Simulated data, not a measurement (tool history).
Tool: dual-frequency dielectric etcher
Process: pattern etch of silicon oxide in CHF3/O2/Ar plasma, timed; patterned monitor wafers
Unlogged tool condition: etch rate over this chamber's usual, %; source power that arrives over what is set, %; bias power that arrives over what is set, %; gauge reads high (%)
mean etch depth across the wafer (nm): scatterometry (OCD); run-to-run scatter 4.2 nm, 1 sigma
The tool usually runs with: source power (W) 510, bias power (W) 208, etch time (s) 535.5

run,hour,source power (W),bias power (W),etch time (s),wafers since the last listed run,hours since the last wet clean,hours since the last source power generator calibration,hours since the last bias power generator calibration,hours since the last upper electrode change,hours since the gauge calibration,"read-back reference wafer on the same gauge, depth_nm",mean etch depth across the wafer (nm)
1,0.0,510,208,641.5,0,595.0,2047.0,1468.6,3448.4,1040.9,1026.6,1150.3
# hour 62.1: wet clean of the chamber
2,88.2,510,208,641.5,140,26.1,2135.2,1556.8,3536.6,1129.1,1023.3,1161.8
3,157.3,440,208,535.5,151,95.2,2204.3,1625.9,3605.7,1198.2,1025.2,939.1
4,251.7,510,208,535.5,206,189.6,2298.7,1720.3,3700.1,1292.6,1022.4,964.8
5,303.4,510,208,535.5,113,241.3,2350.4,1772.0,3751.8,1344.3,1027.3,959.8
6,356.4,510,208,535.5,116,294.3,2403.4,1825.0,3804.8,1397.3,1025.3,969.6
# hour 412.6: gauge calibrated
7,515.7,510,208,535.5,349,453.6,2562.7,1984.3,3964.1,103.1,1008.0,953.4
8,592.3,510,208,535.5,167,530.2,2639.3,2060.9,4040.7,179.7,1010.8,951.5
# hour 617.8: source power generator calibrated
# hour 624.0: wet clean of the chamber
9,653.6,470,208,446.0,112,29.6,35.8,2122.2,4102.0,241.0,1011.8,776.6
# hour 699.3: bias power generator calibrated
10,725.0,510,208,535.5,147,101.0,107.2,25.7,4173.4,312.4,1014.0,950.7
# hour 791.6: upper electrode replaced
11,792.1,380,238,391.0,94,168.1,174.3,92.8,0.5,379.5,1016.3,703.0
12,869.4,470,208,446.0,169,245.4,251.6,170.1,77.8,456.8,1017.8,791.6
13,964.6,570,208,403.5,208,340.6,346.8,265.3,173.0,552.0,1019.9,741.8
14,1058.8,510,223,535.5,206,434.8,441.0,359.5,267.2,646.2,1019.8,988.5
# hour 1117.7: wet clean of the chamber
15,1123.7,590,194,415.0,89,6.0,505.9,424.4,332.1,711.1,1018.4,742.8
16,1184.2,510,171,442.0,132,66.5,566.4,484.9,392.6,771.6,1019.9,728.5

Entry by entry between the runs, the difference in hidden state between the last listed run before and the first listed run after:
Between runs 1 and 2: wet clean of the chamber (hour 62.1)
  gauge reads high (%): 1.72 -> 1.75
  difference, measured minus the result without the unlogged condition, mean etch depth across the wafer (nm): +19.4 -> +20.0
Between runs 6 and 7: gauge calibrated (hour 412.6)
  gauge reads high (%): 1.83 -> 0.206
  difference, measured minus the result without the unlogged condition, mean etch depth across the wafer (nm): +17.4 -> +2.0
Between runs 8 and 9: source power generator calibrated (hour 617.8); wet clean of the chamber (hour 624.0)
  gauge reads high (%): 0.443 -> 0.606
  difference, measured minus the result without the unlogged condition, mean etch depth across the wafer (nm): +4.2 -> +4.7
Between runs 9 and 10: bias power generator calibrated (hour 699.3)
  gauge reads high (%): 0.606 -> 0.771
  difference, measured minus the result without the unlogged condition, mean etch depth across the wafer (nm): +4.7 -> +7.3
Between runs 10 and 11: upper electrode replaced (hour 791.6)
  gauge reads high (%): 0.771 -> 0.905
  difference, measured minus the result without the unlogged condition, mean etch depth across the wafer (nm): +7.3 -> +6.3
Between runs 14 and 15: wet clean of the chamber (hour 1117.7)
  gauge reads high (%): 1.28 -> 1.34
  difference, measured minus the result without the unlogged condition, mean etch depth across the wafer (nm): +12.5 -> +9.9
